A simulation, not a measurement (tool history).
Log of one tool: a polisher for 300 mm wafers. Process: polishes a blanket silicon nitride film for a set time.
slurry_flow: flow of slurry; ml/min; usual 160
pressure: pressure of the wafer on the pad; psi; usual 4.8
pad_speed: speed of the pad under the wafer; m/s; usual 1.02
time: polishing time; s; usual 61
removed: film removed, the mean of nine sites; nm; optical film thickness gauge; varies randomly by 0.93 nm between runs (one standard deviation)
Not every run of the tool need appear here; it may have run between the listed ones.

run	hour	slurry_flow	pressure	pad_speed	time	wafers since the last listed run	wafers polished on this pad	hours since the slurry nozzle was cleaned	hours since the head pressure was calibrated	incoming thickness of the incoming film, nm	removed
1	0.0	160	4.8	1.02	61	0	3186	246.8	258.8	696.1	130.3
2	33.1	160	5.2	1.02	61	453	3639	279.9	291.9	698.1	140.4
# hour 104.7: slurry nozzle cleaned
# hour 126.4: head pressure recalibrated
# hour 129.6: worn pad replaced by a new one
3	183.7	160	5.2	1.02	61	1977	740	79.0	57.3	698.2	145.5
4	236.0	160	4.8	1.02	61	716	1457	131.3	109.6	692.8	132.3
5	288.4	160	4.8	1.02	61	717	2174	183.7	162.0	680.8	134.7
6	338.3	160	4.8	1.02	61	683	2858	233.6	211.9	687.3	132.2
7	387.2	125	5.9	1.02	61	669	3527	282.5	260.8	678.8	148.7
8	416.4	125	5.9	1.02	61	399	3927	311.7	290.0	695.6	151.1
9	482.4	125	5.9	1.02	61	903	4831	377.7	356.0	695.2	148.9
# hour 523.5: worn pad replaced by a new one
10	528.2	160	3.7	1.02	61	572	64	423.5	401.8	697.0	100.7
# hour 572.2: slurry nozzle cleaned
# hour 577.0: head pressure recalibrated
11	599.4	160	3.7	1.02	61	933	998	27.2	22.4	696.3	104.9
12	665.9	120	4.8	0.86	61	910	1909	93.7	88.9	691.7	115.3
13	691.0	160	4.8	1.02	61	343	2252	118.8	114.0	695.5	133.0
14	732.8	160	4.8	1.02	61	572	2825	160.6	155.8	682.9	132.8
15	775.3	160	4.8	1.02	61	582	3407	203.1	198.3	678.6	132.2
16	812.0	160	4.8	1.02	57	502	3909	239.8	235.0	689.9	122.4
17	876.2	160	4.8	1.02	61	879	4789	304.0	299.2	682.6	128.6
18	914.9	160	4.8	1.02	61	529	5319	342.7	337.9	686.5	127.9
# hour 949.5: worn pad replaced by a new one
19	950.0	130	5.9	1.02	40	425	7	377.8	373.0	696.3	101.7
# hour 953.2: slurry nozzle cleaned
# hour 954.0: head pressure recalibrated
20	1149.4	160	4.8	1.02	61	2705	2713	196.2	195.4	692.2	133.8
21	1218.2	160	6.2	1.26	61	942	3655	265.0	264.2	679.4	192.1
22	1284.9	160	4.8	1.02	61	913	4568	331.7	330.9	685.3	129.8
# hour 1316.3: slurry nozzle cleaned
23	1324.4	160	6.4	1.02	61	527	5096	8.1	370.4	687.3	180.8
# hour 1332.7: worn pad replaced by a new one
# hour 1335.3: head pressure recalibrated
24	1358.8	160	4.8	1.02	61	388	330	42.5	23.5	683.6	134.8
25	1419.6	160	3.4	1.02	61	832	1163	103.3	84.3	684.6	94.7
26	1488.9	120	3.3	1.22	61	949	2112	172.6	153.6	686.8	94.8
27	1541.5	185	5.5	0.68	61	720	2832	225.2	206.2	698.5	126.8
28	1584.4	160	4.8	1.02	61	587	3420	268.1	249.1	683.9	131.2
29	1617.8	125	5.9	1.02	61	457	3877	301.5	282.5	687.2	150.8
30	1658.5	160	4.8	1.02	61	557	4434	342.2	323.2	685.6	129.1
# hour 1699.7: slurry nozzle cleaned
31	1723.5	160	4.8	1.02	61	876	5311	23.8	388.2	686.9	132.0
# hour 1758.7: worn pad replaced by a new one
# hour 1775.1: head pressure recalibrated
32	1782.2	160	4.8	1.02	61	721	294	82.5	7.1	689.8	134.9
33	1815.6	160	5.7	0.80	61	457	751	115.9	40.5	701.6	141.9
34	1864.9	160	3.9	1.34	81	675	1426	165.2	89.8	691.9	166.2
35	1925.2	145	6.0	1.02	61	825	2252	225.5	150.1	689.1	158.9
36	1957.0	145	4.8	1.02	61	435	2688	257.3	181.9	697.1	128.7
37	1982.2	200	4.8	1.02	61	345	3033	282.5	207.1	696.7	138.2

Below, some changes in removed between adjacent runs. For each, the amount present without the hidden state too (settings, incoming material, random variation) and the amount remaining for the hidden state with gauge scatter not shared by both compared results:
The hidden state here: removal rate lost through wear of the pad, %; slurry flow missing at the pad, %; deviation of the head's pressure from its setpoint, %.
Run 2 -> 3: slurry nozzle cleaned, head pressure recalibrated, worn pad replaced by a new one. removed +5.1 nm: hidden state +4.4, all else +0.7.
Run 9 -> 10: slurry_flow 125 -> 160, pressure 5.9 -> 3.7, worn pad replaced by a new one. removed -48.2 nm: hidden state +7.1, all else -55.3.
Run 20 -> 21: pressure 4.8 -> 6.2, pad_speed 1.02 -> 1.26. removed +58.3 nm: hidden state -4.4, all else +62.7.
Run 21 -> 22: pressure 6.2 -> 4.8, pad_speed 1.26 -> 1.02. removed -62.3 nm: hidden state +1.8, all else -64.1.
Run 22 -> 23: pressure 4.8 -> 6.4, slurry nozzle cleaned. removed +51.0 nm: hidden state +2.6, all else +48.4.

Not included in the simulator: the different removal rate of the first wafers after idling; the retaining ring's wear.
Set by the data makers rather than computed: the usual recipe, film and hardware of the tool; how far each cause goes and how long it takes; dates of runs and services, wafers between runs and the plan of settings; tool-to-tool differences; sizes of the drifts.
